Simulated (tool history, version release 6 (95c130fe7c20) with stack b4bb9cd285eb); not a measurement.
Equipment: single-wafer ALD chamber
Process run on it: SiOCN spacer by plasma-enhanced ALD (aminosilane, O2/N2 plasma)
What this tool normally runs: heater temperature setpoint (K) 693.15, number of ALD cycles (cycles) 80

run	hour	heater temperature setpoint (K)	number of ALD cycles (cycles)	read-back reference wafer on the same gauge, thickness_nm	mean film thickness on the monitor wafer (nm)
1	0	693.15	80	4.508	4.182
2	16.9	693.15	80	4.502	4.196
3	29.4	703.15	80	4.501	4.102
4	40.5	703.15	80	4.502	4.06
5	56.8	703.15	80	4.496	4.057
6	72.5	704.15	75	4.491	3.806
7	84.1	701.15	73	4.492	3.747
8	97.8	701.15	73	4.486	3.727
9	106.2	693.15	80	4.485	4.175
10	117.7	693.15	80	4.484	4.167
11	125.1	693.15	80	4.479	4.182
12	139.5	693.15	91	4.477	4.74
13	148.5	693.15	80	4.473	4.151
14	161	690.15	80	4.471	4.21
15	171.3	693.15	80	4.469	4.163
# hour 187.7: gauge calibrated
16	188.9	693.15	80	4.551	4.244
17	196.7	693.15	80	4.55	4.218
18	214	693.15	80	4.549	4.241
19	227.9	693.15	80	4.547	4.227
20	239.8	700.15	86	4.548	4.47
21	251.9	700.15	86	4.546	4.472
22	263.7	700.15	86	4.545	4.46
# hour 287.6: thermocouple changed; heater temperature recalibrated
23	288.1	680.15	95	4.547	5.216
24	291.6	701.15	73	4.547	3.767
25	306.7	702.15	73	4.546	3.758
26	339.6	706.15	69	4.543	3.512
27	348.5	693.15	80	4.542	4.225
28	359.2	702.15	74	4.544	3.823
29	369.3	705.15	95	4.54	4.864
30	386.3	687.15	70	4.542	3.756
31	394.4	693.15	80	4.542	4.232
32	408.7	703.15	95	4.538	4.883
33	420.5	699.15	80	4.539	4.181
34	430.8	705.15	95	4.539	4.835
35	440.6	698.15	80	4.539	4.166
36	488.4	689.15	80	4.532	4.264
37	500.6	693.15	80	4.532	4.225
38	513.8	705.15	80	4.53	4.085
39	520.5	693.15	92	4.528	4.861
40	529.9	686.15	87	4.528	4.677
41	536.1	693.15	80	4.526	4.221
42	554	693.15	80	4.523	4.227
43	561.3	689.15	71	4.523	3.786
44	571.1	685.15	72	4.524	3.874

A few steps of mean film thickness on the monitor wafer (nm) between consecutive runs. Split each: what settings, incoming material and random variation would produce without the hidden state, and what is left over for the hidden state, along with gauge scatter present in only one of the two compared results (measured, and without hidden state):
Hidden state present: wafer temperature above the value expected at the setpoint (K); gauge reads high (%).
Run 8 -> 9: heater temperature setpoint (K) 701.15 -> 693.15, number of ALD cycles (cycles) 73 -> 80. mean film thickness on the monitor wafer (nm) +0.448: hidden state -0.008, all else +0.456.
Run 11 -> 12: number of ALD cycles (cycles) 80 -> 91. mean film thickness on the monitor wafer (nm) +0.558: hidden state -0.013, all else +0.571.
Run 15 -> 16: gauge calibrated. mean film thickness on the monitor wafer (nm) +0.081: hidden state +0.074, all else +0.007.
Run 23 -> 24: heater temperature setpoint (K) 680.15 -> 701.15, number of ALD cycles (cycles) 95 -> 73. mean film thickness on the monitor wafer (nm) -1.449: hidden state +0.002, all else -1.451.
Run 28 -> 29: heater temperature setpoint (K) 702.15 -> 705.15, number of ALD cycles (cycles) 74 -> 95. mean film thickness on the monitor wafer (nm) +1.041: hidden state -0.003, all else +1.044.
Run 29 -> 30: heater temperature setpoint (K) 705.15 -> 687.15, number of ALD cycles (cycles) 95 -> 70. mean film thickness on the monitor wafer (nm) -1.108: hidden state +0.001, all else -1.109.

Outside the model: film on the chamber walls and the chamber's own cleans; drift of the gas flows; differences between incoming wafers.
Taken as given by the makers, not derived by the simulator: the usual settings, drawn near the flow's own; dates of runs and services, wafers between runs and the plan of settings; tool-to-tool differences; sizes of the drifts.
